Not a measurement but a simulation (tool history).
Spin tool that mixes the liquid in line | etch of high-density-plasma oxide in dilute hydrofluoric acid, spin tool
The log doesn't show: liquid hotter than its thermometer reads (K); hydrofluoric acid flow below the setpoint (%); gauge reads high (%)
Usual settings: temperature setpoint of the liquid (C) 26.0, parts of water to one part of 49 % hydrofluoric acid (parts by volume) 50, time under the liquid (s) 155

run   hour  temperature setpoint of the liquid (C)  parts of water to one part of 49 % hydrofluoric acid (parts by volume)  time under the liquid (s)  wafers since the last listed run  hours since the thermometer was replaced  hours since the hydrofluoric acid flow meter was replaced  hours since the gauge calibration  read-back film thickness of the high-density-plasma oxide reference wafer, read on the same gauge (nm)  thickness taken off the high-density-plasma oxide on a monitor wafer (nm)
  1    0.0                                    26.0                                                                      50                        155                                 0                                    2248.1                                                     1320.6                               29.1                                                                                                   69.99                                                                      23.83
  2    7.1                                    26.0                                                                      50                        155                                72                                    2255.2                                                     1327.7                               36.2                                                                                                   69.99                                                                      23.89
  3   13.3                                    26.0                                                                      50                        155                                63                                    2261.4                                                     1333.9                               42.4                                                                                                   69.98                                                                      23.77
  4   23.5                                    26.0                                                                      50                        155                               104                                    2271.6                                                     1344.1                               52.6                                                                                                   70.00                                                                      23.82
  5   40.5                                    26.0                                                                      50                        155                               173                                    2288.6                                                     1361.1                               69.6                                                                                                   70.00                                                                      23.89
  6   55.3                                    26.0                                                                      50                        155                               151                                    2303.4                                                     1375.9                               84.4                                                                                                   70.02                                                                      23.83
  7   67.2                                    29.0                                                                      50                        155                               121                                    2315.3                                                     1387.8                               96.3                                                                                                   69.97                                                                      26.79
  8   74.0                                    29.0                                                                      50                        155                                69                                    2322.1                                                     1394.6                              103.1                                                                                                   70.02                                                                      26.72
  9   90.9                                    29.0                                                                      50                        155                               172                                    2339.0                                                     1411.5                              120.0                                                                                                   70.03                                                                      26.64
 10   99.3                                    26.0                                                                      55                        155                                85                                    2347.4                                                     1419.9                              128.4                                                                                                   69.99                                                                      21.43
 11  110.3                                    26.0                                                                      55                        155                               112                                    2358.4                                                     1430.9                              139.4                                                                                                   69.98                                                                      21.38
 12  117.7                                    26.0                                                                      50                        155                                75                                    2365.8                                                     1438.3                              146.8                                                                                                   70.00                                                                      23.69
 13  133.9                                    26.0                                                                      50                        155                               165                                    2382.0                                                     1454.5                              163.0                                                                                                   70.00                                                                      23.72
     136.8  -- hydrofluoric acid flow meter replaced
 14  150.0                                    29.5                                                                      50                        155                               154                                    2398.1                                                       13.2                              179.1                                                                                                   70.01                                                                      29.98
     155.1  -- gauge calibrated
 15  167.7                                    23.0                                                                      50                        155                               180                                    2415.8                                                       30.9                               12.6                                                                                                   70.01                                                                      23.09
     175.8  -- thermometer replaced
 16  178.6                                    26.0                                                                      55                        250                               101                                       2.8                                                       41.8                               23.5                                                                                                   70.03                                                                      34.58
 17  196.2                                    24.5                                                                      65                        245                               179                                      20.4                                                       59.4                               41.1                                                                                                   70.01                                                                      26.73
 18  202.8                                    23.0                                                                      50                        155                                67                                      27.0                                                       66.0                               47.7                                                                                                   70.00                                                                      20.96
 19  210.0                                    29.0                                                                      70                        240                                73                                      34.2                                                       73.2                               54.9                                                                                                   70.02                                                                      28.82
 20  218.4                                    29.0                                                                      70                        240                                85                                      42.6                                                       81.6                               63.3                                                                                                   69.99                                                                      28.70
 21  225.6                                    22.0                                                                      50                        220                                73                                      49.8                                                       88.8                               70.5                                                                                                   70.01                                                                      28.60
 22  236.2                                    26.0                                                                      50                         90                               108                                      60.4                                                       99.4                               81.1                                                                                                   70.01                                                                      13.83
 23  243.9                                    26.0                                                                      50                        155                                78                                      68.1                                                      107.1                               88.8                                                                                                   70.00                                                                      23.69
 24  261.5                                    26.0                                                                      50                        155                               179                                      85.7                                                      124.7                              106.4                                                                                                   69.98                                                                      23.79
 25  268.8                                    23.0                                                                      75                        105                                74                                      93.0                                                      132.0                              113.7                                                                                                   70.02                                                                       9.20
 26  282.6                                    26.0                                                                      50                        155                               140                                     106.8                                                      145.8                              127.5                                                                                                   69.98                                                                      23.77
 27  294.0                                    26.0                                                                      25                        105                               116                                     118.2                                                      157.2                              138.9                                                                                                   70.01                                                                      33.30

5 ways to go on from here, each from the tool as it stands after run 27. What would each give?
  A  294.5                                    26.0                                                                      50                        155                                 5                                     118.7                                                      157.7                              139.4                                                                                                       ?                                                                          ?
  B  294.5                                    29.0                                                                      60                        110                                 5                                     118.7                                                      157.7                              139.4                                                                                                       ?                                                                          ?
  C  294.5                                    30.5                                                                      40                        120                                 5                                     118.7                                                      157.7                              139.4                                                                                                       ?                                                                          ?
  D  294.5                                    26.0                                                                      70                        210                                 5                                     118.7                                                      157.7                              139.4                                                                                                       ?                                                                          ?
  E  294.5                                    30.5                                                                      65                        200                                 5                                     118.7                                                      157.7                              139.4                                                                                                       ?                                                                          ?

run  read-back film thickness of the high-density-plasma oxide reference wafer, read on the same gauge (nm)  thickness taken off the high-density-plasma oxide on a monitor wafer (nm)
  A                                                                                                   70.02                                                                      23.76
  B                                                                                                   70.02                                                                      15.60
  C                                                                                                   70.02                                                                      27.93
  D                                                                                                   70.02                                                                      22.36
  E                                                                                                   70.02                                                                      27.55
Without the tool's hidden state the same runs would have given:
run  thickness taken off the high-density-plasma oxide on a monitor wafer (nm)
  A                                                                      23.78
  B                                                                      15.63
  C                                                                      27.96
  D                                                                      22.39
  E                                                                      27.59
